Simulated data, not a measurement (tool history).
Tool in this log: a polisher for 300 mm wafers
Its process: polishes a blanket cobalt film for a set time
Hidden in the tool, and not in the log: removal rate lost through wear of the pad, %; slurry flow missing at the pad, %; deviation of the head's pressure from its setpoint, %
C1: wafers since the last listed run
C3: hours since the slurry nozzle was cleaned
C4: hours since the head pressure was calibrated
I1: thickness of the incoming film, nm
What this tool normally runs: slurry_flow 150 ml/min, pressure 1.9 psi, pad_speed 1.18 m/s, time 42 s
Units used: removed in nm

Run 1, hour 0: usual settings but slurry_flow 165 ml/min; C1 0; wafers polished on this pad 6647; C3 320.6; C4 87.9; I1 676.5. Result: removed 237.7 nm.
At hour 25.8: worn pad replaced by a new one.
Run 2, hour 54.2: usual settings but slurry_flow 165 ml/min; C1 803; wafers polished on this pad 455; C3 374.8; C4 142.1; I1 663. Result: removed 238.3 nm.
Run 3, hour 82.5: usual settings but time 37 s; C1 453; wafers polished on this pad 908; C3 403.1; C4 170.4; I1 668.4. Result: removed 205 nm.
Run 4, hour 149.2: usual settings but time 37 s; C1 1067; wafers polished on this pad 1975; C3 469.8; C4 237.1; I1 659.9. Result: removed 206.6 nm.
Run 5, hour 210.7: usual settings but time 37 s; C1 984; wafers polished on this pad 2960; C3 531.3; C4 298.6; I1 675.9. Result: removed 202.7 nm.
Run 6, hour 254.3: usual settings but slurry_flow 125 ml/min; C1 697; wafers polished on this pad 3658; C3 574.9; C4 342.2; I1 664.2. Result: removed 223.5 nm.
Run 7, hour 299.7: usual settings; C1 726; wafers polished on this pad 4385; C3 620.3; C4 387.6; I1 679. Result: removed 232.1 nm.
At hour 319.7: slurry nozzle cleaned.
Run 8, hour 355.5: usual settings; C1 877; wafers polished on this pad 5262; C3 35.8; C4 443.4; I1 676.8. Result: removed 228.8 nm.
At hour 394.4: worn pad replaced by a new one.
Run 9, hour 394.9: usual settings; C1 566; wafers polished on this pad 7; C3 75.2; C4 482.8; I1 664.9. Result: removed 228.5 nm.
Run 10, hour 461.3: usual settings but pad_speed 1.32 m/s; C1 1062; wafers polished on this pad 1070; C3 141.6; C4 549.2; I1 668.3. Result: removed 251.6 nm.
Run 11, hour 490.5: usual settings but pressure 1.6 psi; C1 467; wafers polished on this pad 1537; C3 170.8; C4 578.4; I1 676.8. Result: removed 193.9 nm.
Run 12, hour 593.2: usual settings but pressure 1.6 psi; C1 1644; wafers polished on this pad 3181; C3 273.5; C4 681.1; I1 659.4. Result: removed 194.2 nm.
Run 13, hour 625.1: usual settings but pressure 1.6 psi; C1 510; wafers polished on this pad 3692; C3 305.4; C4 713; I1 681.7. Result: removed 193.2 nm.
Run 14, hour 666.5: usual settings; C1 662; wafers polished on this pad 4355; C3 346.8; C4 754.4; I1 681.4. Result: removed 226.1 nm.
Run 15, hour 711.1: usual settings; C1 713; wafers polished on this pad 5069; C3 391.4; C4 799; I1 669.7. Result: removed 231.2 nm.
Run 16, hour 779: usual settings but time 47 s; C1 1087; wafers polished on this pad 6156; C3 459.3; C4 866.9; I1 670.5. Result: removed 254.6 nm.
At hour 807.7: worn pad replaced by a new one.
Run 17, hour 821.1: usual settings but time 49 s; C1 609; wafers polished on this pad 214; C3 501.4; C4 909; I1 671.3. Result: removed 265.4 nm.
Run 18, hour 872.8: usual settings; C1 827; wafers polished on this pad 1041; C3 553.1; C4 960.7; I1 679.7. Result: removed 225 nm.
Run 19, hour 937.2: usual settings but pressure 2.3 psi, pad_speed 0.98 m/s, time 35 s; C1 1030; wafers polished on this pad 2072; C3 617.5; C4 1025.1; I1 674.2. Result: removed 202.6 nm.
Run 20, hour 962: usual settings but slurry_flow 175 ml/min, pressure 1.7 psi, pad_speed 1.56 m/s, time 33 s; C1 397; wafers polished on this pad 2469; C3 642.3; C4 1049.9; I1 683.4. Result: removed 201 nm.
Run 21, hour 993.3: usual settings but slurry_flow 165 ml/min, pad_speed 0.84 m/s; C1 501; wafers polished on this pad 2970; C3 673.6; C4 1081.2; I1 675.5. Result: removed 180.1 nm.
At hour 1018.2: slurry nozzle cleaned.
Run 22, hour 1035.3: usual settings but pad_speed 0.78 m/s, time 37 s; C1 656; wafers polished on this pad 3627; C3 17.1; C4 1123.2; I1 662.1. Result: removed 149.6 nm.
At hour 1118.4: head pressure recalibrated.
Run 23, hour 1212.6: usual settings but slurry_flow 115 ml/min, pressure 1.7 psi, time 51 s; C1 2806; wafers polished on this pad 6433; C3 194.4; C4 94.2; I1 680.6. Result: removed 225.1 nm.
At hour 1252.1: worn pad replaced by a new one.
Run 24, hour 1258.8: usual settings; C1 675; wafers polished on this pad 106; C3 240.6; C4 140.4; I1 664.3. Result: removed 213.2 nm.
Run 25, hour 1324.9: usual settings; C1 1058; wafers polished on this pad 1165; C3 306.7; C4 206.5; I1 658.1. Result: removed 218.8 nm.
Run 26, hour 1388.6: usual settings; C1 1019; wafers polished on this pad 2184; C3 370.4; C4 270.2; I1 668.3. Result: removed 213.2 nm.
Run 27, hour 1493.8: usual settings but slurry_flow 110 ml/min, pad_speed 1.42 m/s; C1 1684; wafers polished on this pad 3869; C3 475.6; C4 375.4; I1 662.2. Result: removed 232.8 nm.
At hour 1632.4: head pressure recalibrated, repeated, since the last time left the tool worse.
At hour 1633.1: worn pad replaced by a new one.
Run 28, hour 1702.9: usual settings; C1 3304; wafers polished on this pad 1118; C3 684.7; C4 70.5; I1 668.9. Result: removed 236.7 nm.
Run 29, hour 1771.5: usual settings; C1 1098; wafers polished on this pad 2216; C3 753.3; C4 139.1; I1 663.7. Result: removed 227.3 nm.
Run 30, hour 1795.7: usual settings; C1 387; wafers polished on this pad 2603; C3 777.5; C4 163.3; I1 665.3. Result: removed 230.5 nm.
Run 31, hour 1822.5: usual settings but pressure 1.6 psi, pad_speed 1.3 m/s; C1 429; wafers polished on this pad 3032; C3 804.3; C4 190.1; I1 670.6. Result: removed 208.1 nm.
At hour 1827: slurry nozzle cleaned.
Run 32, hour 1874.9: usual settings; C1 822; wafers polished on this pad 3855; C3 47.9; C4 242.5; I1 669.3. Result: removed 231.3 nm.
Run 33, hour 1940.6: usual settings but slurry_flow 185 ml/min, pressure 1.4 psi, pad_speed 1 m/s, time 27 s; C1 1051; wafers polished on this pad 4907; C3 113.6; C4 308.2; I1 669.2. Result: removed 102.2 nm.
Run 34, hour 1980.8: usual settings but slurry_flow 135 ml/min, pad_speed 0.98 m/s, time 35 s; C1 643; wafers polished on this pad 5551; C3 153.8; C4 348.4; I1 670.4. Result: removed 164.9 nm.
Run 35, hour 2008.4: usual settings but slurry_flow 135 ml/min, pressure 1.7 psi, time 56 s; C1 441; wafers polished on this pad 5992; C3 181.4; C4 376; I1 672.2. Result: removed 269.2 nm.
Run 36, hour 2033.8: usual settings but pressure 1.7 psi, pad_speed 1.54 m/s, time 33 s; C1 406; wafers polished on this pad 6399; C3 206.8; C4 401.4; I1 676.3. Result: removed 194.4 nm.
At hour 2090.2: worn pad replaced by a new one.
Run 37, hour 2094.4: usual settings but slurry_flow 130 ml/min, pressure 1.5 psi; C1 906; wafers polished on this pad 66; C3 267.4; C4 462; I1 670.5. Result: removed 180.2 nm.

4 ways to go on from here, each from the tool as it stands after run 37. What would each give?
Run A, hour 2094.8: usual settings but slurry_flow 130 ml/min; C1 6; wafers polished on this pad 72; C3 267.8; C4 462.4; I1 667. Result: removed ?.
Run B, hour 2094.8: usual settings but slurry_flow 115 ml/min, pressure 1.7 psi; C1 6; wafers polished on this pad 72; C3 267.8; C4 462.4; I1 667. Result: removed ?.
Run C, hour 2094.8: usual settings but pressure 1.4 psi, pad_speed 1.48 m/s; C1 6; wafers polished on this pad 72; C3 267.8; C4 462.4; I1 667. Result: removed ?.
Run D, hour 2094.8: usual settings but pad_speed 1.36 m/s; C1 6; wafers polished on this pad 72; C3 267.8; C4 462.4; I1 667. Result: removed ?.

run  removed
  A    223.1
  B    194.9
  C    200.1
  D    254.5
The same runs, with their run-to-run variation unchanged, on a tool lacking any hidden condition would have given:
run  removed
  A      230
  B    200.9
  C    206.2
  D    262.2
